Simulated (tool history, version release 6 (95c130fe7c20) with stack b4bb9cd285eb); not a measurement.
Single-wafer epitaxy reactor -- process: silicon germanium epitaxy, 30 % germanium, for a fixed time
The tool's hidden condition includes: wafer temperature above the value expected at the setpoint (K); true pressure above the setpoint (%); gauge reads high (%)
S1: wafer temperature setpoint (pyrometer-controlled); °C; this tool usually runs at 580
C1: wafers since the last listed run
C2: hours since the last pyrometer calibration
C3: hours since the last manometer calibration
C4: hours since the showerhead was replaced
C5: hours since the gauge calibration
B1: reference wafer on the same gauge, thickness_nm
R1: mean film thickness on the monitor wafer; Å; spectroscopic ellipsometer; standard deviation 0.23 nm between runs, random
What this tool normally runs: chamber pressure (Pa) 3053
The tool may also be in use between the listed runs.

Run 1, day 0: usual settings; C1 0; C2 1341.3; C3 405.7; C4 6578.9; C5 1092.3; B1 50.068. Result: R1 422.97 Å.
Run 2, day 2.504: usual settings; C1 1337; C2 1401.4; C3 465.8; C4 6639; C5 1152.4; B1 50.051. Result: R1 423.97 Å.
Run 3, day 4.229: usual settings; C1 921; C2 1442.8; C3 507.2; C4 6680.4; C5 1193.8; B1 49.949. Result: R1 422.52 Å.
Run 4, day 7.675: usual settings; C1 1839; C2 1525.5; C3 589.9; C4 6763.1; C5 1276.5; B1 50.128. Result: R1 423.56 Å.
Run 5, day 10.996: usual settings; C1 1773; C2 1605.2; C3 669.6; C4 6842.8; C5 1356.2; B1 50.155. Result: R1 425.5 Å.
Run 6, day 12.825: usual settings; C1 976; C2 1649.1; C3 713.5; C4 6886.7; C5 1400.1; B1 49.973. Result: R1 423.62 Å.
Run 7, day 14.358: usual settings; C1 818; C2 1685.9; C3 750.3; C4 6923.5; C5 1436.9; B1 50.014. Result: R1 425.34 Å.
Run 8, day 16.721: usual settings but chamber pressure (Pa) 2773; C1 1261; C2 1742.6; C3 807; C4 6980.2; C5 1493.6; B1 50.112. Result: R1 411.56 Å.
Run 9, day 18.838: usual settings but chamber pressure (Pa) 2773; C1 1130; C2 1793.4; C3 857.8; C4 7031; C5 1544.4; B1 49.927. Result: R1 412.29 Å.
Run 10, day 23.058: usual settings; C1 2253; C2 1894.7; C3 959.1; C4 7132.3; C5 1645.7; B1 49.974. Result: R1 426.76 Å.
Run 11, day 25.567: usual settings; C1 1339; C2 1954.9; C3 1019.3; C4 7192.5; C5 1705.9; B1 49.923. Result: R1 424.89 Å.
Run 12, day 27.375: usual settings; C1 965; C2 1998.3; C3 1062.7; C4 7235.9; C5 1749.3; B1 49.958. Result: R1 427.59 Å.
Run 13, day 30.588: usual settings; C1 1715; C2 2075.4; C3 1139.8; C4 7313; C5 1826.4; B1 50.034. Result: R1 425.79 Å.
Run 14, day 32.717: usual settings; C1 1136; C2 2126.5; C3 1190.9; C4 7364.1; C5 1877.5; B1 49.93. Result: R1 427.43 Å.
Run 15, day 35.962: usual settings; C1 1733; C2 2204.4; C3 1268.8; C4 7442; C5 1955.4; B1 50.011. Result: R1 423.89 Å.
Run 16, day 39.975: usual settings; C1 2142; C2 2300.7; C3 1365.1; C4 7538.3; C5 2051.7; B1 50.068. Result: R1 429.38 Å.
Run 17, day 44.392: usual settings; C1 2358; C2 2406.7; C3 1471.1; C4 7644.3; C5 2157.7; B1 50.01. Result: R1 430.3 Å.
Run 18, day 46.346: usual settings but S1 585 °C, chamber pressure (Pa) 3440; C1 1043; C2 2453.6; C3 1518; C4 7691.2; C5 2204.6; B1 50.06. Result: R1 488.59 Å.
Run 19, day 48.975: usual settings; C1 1403; C2 2516.7; C3 1581.1; C4 7754.3; C5 2267.7; B1 50.065. Result: R1 426.42 Å.
Run 20, day 50.812: usual settings but S1 587 °C, chamber pressure (Pa) 3400; C1 981; C2 2560.8; C3 1625.2; C4 7798.4; C5 2311.8; B1 49.968. Result: R1 499.22 Å.
Run 21, day 55.021: usual settings but S1 568 °C, chamber pressure (Pa) 2506; C1 2247; C2 2661.8; C3 1726.2; C4 7899.4; C5 2412.8; B1 49.942. Result: R1 321.54 Å.
Run 22, day 58.592: usual settings but S1 591 °C, chamber pressure (Pa) 3426; C1 1906; C2 2747.5; C3 1811.9; C4 7985.1; C5 2498.5; B1 50.037. Result: R1 530.63 Å.
At day 59.9: pyrometer calibrated.
At day 60.858: gauge calibrated.
Run 23, day 61.788: usual settings but S1 566 °C; C1 1528; C2 45.3; C3 1888.6; C4 8061.8; C5 22.3; B1 50.068. Result: R1 333.32 Å.
Run 24, day 65.821: usual settings but S1 586 °C, chamber pressure (Pa) 3746; C1 2153; C2 142.1; C3 1985.4; C4 8158.6; C5 119.1; B1 49.903. Result: R1 506.87 Å.
Run 25, day 69.892: usual settings; C1 2173; C2 239.8; C3 2083.1; C4 8256.3; C5 216.8; B1 50.031. Result: R1 420.4 Å.
Run 26, day 71.662: usual settings but S1 592 °C, chamber pressure (Pa) 2306; C1 945; C2 282.3; C3 2125.6; C4 8298.8; C5 259.3; B1 49.965. Result: R1 471 Å.
Run 27, day 73.371: usual settings; C1 912; C2 323.3; C3 2166.6; C4 8339.8; C5 300.3; B1 49.911. Result: R1 421.61 Å.
At day 76.288: showerhead replaced.
Run 28, day 77.538: usual settings; C1 2046; C2 423.3; C3 2266.6; C4 30; C5 400.3; B1 49.961. Result: R1 425.51 Å.
At day 79.604: capacitance manometer re-zeroed and calibrated.
Run 29, day 80.125: usual settings; C1 1203; C2 485.4; C3 12.5; C4 92.1; C5 462.4; B1 50.102. Result: R1 423.99 Å.
Run 30, day 84.108: usual settings but S1 568 °C, chamber pressure (Pa) 2560; C1 2126; C2 581; C3 108.1; C4 187.7; C5 558; B1 50.044. Result: R1 321.08 Å.
Run 31, day 86.833: usual settings but S1 591 °C, chamber pressure (Pa) 2440; C1 1455; C2 646.4; C3 173.5; C4 253.1; C5 623.4; B1 50.072. Result: R1 469.92 Å.
Run 32, day 88.95: usual settings but S1 591 °C, chamber pressure (Pa) 2333; C1 1130; C2 697.2; C3 224.3; C4 303.9; C5 674.2; B1 49.944. Result: R1 466.51 Å.
Run 33, day 91.329: usual settings but chamber pressure (Pa) 2693; C1 1270; C2 754.3; C3 281.4; C4 361; C5 731.3; B1 50.093. Result: R1 407.96 Å.
Run 34, day 94.758: usual settings but S1 591 °C, chamber pressure (Pa) 2440; C1 1831; C2 836.6; C3 363.7; C4 443.3; C5 813.6; B1 49.999. Result: R1 472.92 Å.
Run 35, day 101.608: usual settings but S1 573 °C, chamber pressure (Pa) 2493; C1 3657; C2 1001; C3 528.1; C4 607.7; C5 978; B1 50.036. Result: R1 352.55 Å.

Across each entry between runs, compare the hidden state at the last listed run before it with the hidden state at the first listed run after it:
In the gap between runs 22 and 23: pyrometer calibrated (day 59.9); gauge calibrated (day 60.858)
  no hidden state differs between the two runs
In the gap between runs 27 and 28: showerhead replaced (day 76.288)
  no hidden state differs between the two runs
In the gap between runs 28 and 29: capacitance manometer re-zeroed and calibrated (day 79.604)
  no hidden state differs between the two runs

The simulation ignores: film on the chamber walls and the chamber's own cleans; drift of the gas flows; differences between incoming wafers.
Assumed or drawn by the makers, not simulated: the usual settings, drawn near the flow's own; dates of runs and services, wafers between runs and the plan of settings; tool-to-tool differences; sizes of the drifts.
